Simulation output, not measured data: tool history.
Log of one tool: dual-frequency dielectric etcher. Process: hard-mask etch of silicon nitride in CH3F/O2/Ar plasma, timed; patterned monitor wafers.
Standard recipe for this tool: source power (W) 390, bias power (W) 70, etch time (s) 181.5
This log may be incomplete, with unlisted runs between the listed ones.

| run | hour | source power (W) | bias power (W) | etch time (s) | wafers since the last listed run | hours since the last wet clean | hours since the last source power generator calibration | hours since the last bias power generator calibration | hours since the last upper electrode change | hours since the gauge calibration | read-back reference wafer on the same gauge, depth_nm | mean etch depth across the wafer (Å) |
|---|---|---|---|---|---|---|---|---|---|---|---|---|
| 1 | 0.0 | 390 | 70 | 181.5 | 0 | 321.6 | 4178.8 | 4533.3 | 4088.0 | 1167.8 | 115.1 | 1367 |
| 2 | 29.1 | 390 | 77 | 181.5 | 282 | 350.7 | 4207.9 | 4562.4 | 4117.1 | 1196.9 | 114.9 | 1399 |
| 3 | 72.4 | 390 | 77 | 181.5 | 420 | 394.0 | 4251.2 | 4605.7 | 4160.4 | 1240.2 | 115.2 | 1402 |
| 4 | 134.7 | 390 | 77 | 181.5 | 605 | 456.3 | 4313.5 | 4668.0 | 4222.7 | 1302.5 | 114.8 | 1424 |
| 5 | 160.7 | 390 | 70 | 181.5 | 252 | 482.3 | 4339.5 | 4694.0 | 4248.7 | 1328.5 | 115.2 | 1396 |
|  | 212.8 | wet clean of the chamber |
|  | 214.8 | upper electrode replaced |
| 6 | 228.7 | 390 | 70 | 181.5 | 408 | 15.9 | 4407.5 | 4762.0 | 13.9 | 1396.5 | 115.1 | 1307 |
| 7 | 298.7 | 390 | 70 | 181.5 | 680 | 85.9 | 4477.5 | 4832.0 | 83.9 | 1466.5 | 114.8 | 1306 |
| 8 | 326.3 | 390 | 70 | 181.5 | 268 | 113.5 | 4505.1 | 4859.6 | 111.5 | 1494.1 | 115.1 | 1307 |
|  | 357.6 | source power generator calibrated |
| 9 | 368.8 | 330 | 62 | 181.5 | 374 | 156.0 | 11.2 | 4902.1 | 154.0 | 1536.6 | 115.1 | 1213 |
| 10 | 437.6 | 390 | 70 | 181.5 | 668 | 224.8 | 80.0 | 4970.9 | 222.8 | 1605.4 | 114.9 | 1324 |
| 11 | 473.5 | 430 | 80 | 197.0 | 349 | 260.7 | 115.9 | 5006.8 | 258.7 | 1641.3 | 114.9 | 1543 |
| 12 | 526.0 | 390 | 70 | 181.5 | 510 | 313.2 | 168.4 | 5059.3 | 311.2 | 1693.8 | 114.7 | 1337 |
| 13 | 566.3 | 480 | 55 | 197.0 | 391 | 353.5 | 208.7 | 5099.6 | 351.5 | 1734.1 | 115.1 | 1458 |
| 14 | 628.4 | 470 | 75 | 181.5 | 603 | 415.6 | 270.8 | 5161.7 | 413.6 | 1796.2 | 114.9 | 1483 |
|  | 683.4 | wet clean of the chamber |
| 15 | 683.9 | 390 | 70 | 181.5 | 306 | 0.5 | 326.3 | 5217.2 | 469.1 | 1851.7 | 114.7 | 1307 |
| 16 | 708.8 | 450 | 62 | 181.5 | 242 | 25.4 | 351.2 | 5242.1 | 494.0 | 1876.6 | 115.1 | 1319 |
|  | 716.6 | gauge calibrated |
| 17 | 755.9 | 460 | 85 | 135.5 | 457 | 72.5 | 398.3 | 5289.2 | 541.1 | 39.3 | 114.9 | 1085 |
| 18 | 813.7 | 390 | 85 | 181.5 | 561 | 130.3 | 456.1 | 5347.0 | 598.9 | 97.1 | 115.1 | 1394 |
|  | 836.9 | bias power generator calibrated |
| 19 | 842.3 | 390 | 70 | 181.5 | 239 | 158.9 | 484.7 | 5.4 | 627.5 | 125.7 | 115.1 | 1334 |
| 20 | 899.7 | 390 | 70 | 230.0 | 558 | 216.3 | 542.1 | 62.8 | 684.9 | 183.1 | 115.1 | 1702 |
| 21 | 943.2 | 490 | 75 | 130.0 | 422 | 259.8 | 585.6 | 106.3 | 728.4 | 226.6 | 115.0 | 1039 |
| 22 | 1005.1 | 300 | 70 | 136.5 | 601 | 321.7 | 647.5 | 168.2 | 790.3 | 288.5 | 114.7 | 955 |
| 23 | 1064.0 | 440 | 70 | 181.5 | 572 | 380.6 | 706.4 | 227.1 | 849.2 | 347.4 | 115.0 | 1402 |
| 24 | 1114.3 | 390 | 79 | 181.5 | 488 | 430.9 | 756.7 | 277.4 | 899.5 | 397.7 | 115.3 | 1406 |
| 25 | 1140.8 | 420 | 64 | 229.5 | 257 | 457.4 | 783.2 | 303.9 | 926.0 | 424.2 | 115.0 | 1739 |

Run 26 comes next. What will it give?
|  | 1180.6 | wet clean of the chamber |
| 26 | 1212.1 | 450 | 70 | 201.0 | 459 | 31.5 | 854.5 | 375.2 | 997.3 | 495.5 | ? | ? |

read-back reference wafer on the same gauge, depth_nm: 115.1
mean etch depth across the wafer (Å): 1508
On a tool with no hidden condition, and with the same random variation, this run would have come out at mean etch depth across the wafer (Å) 1499.
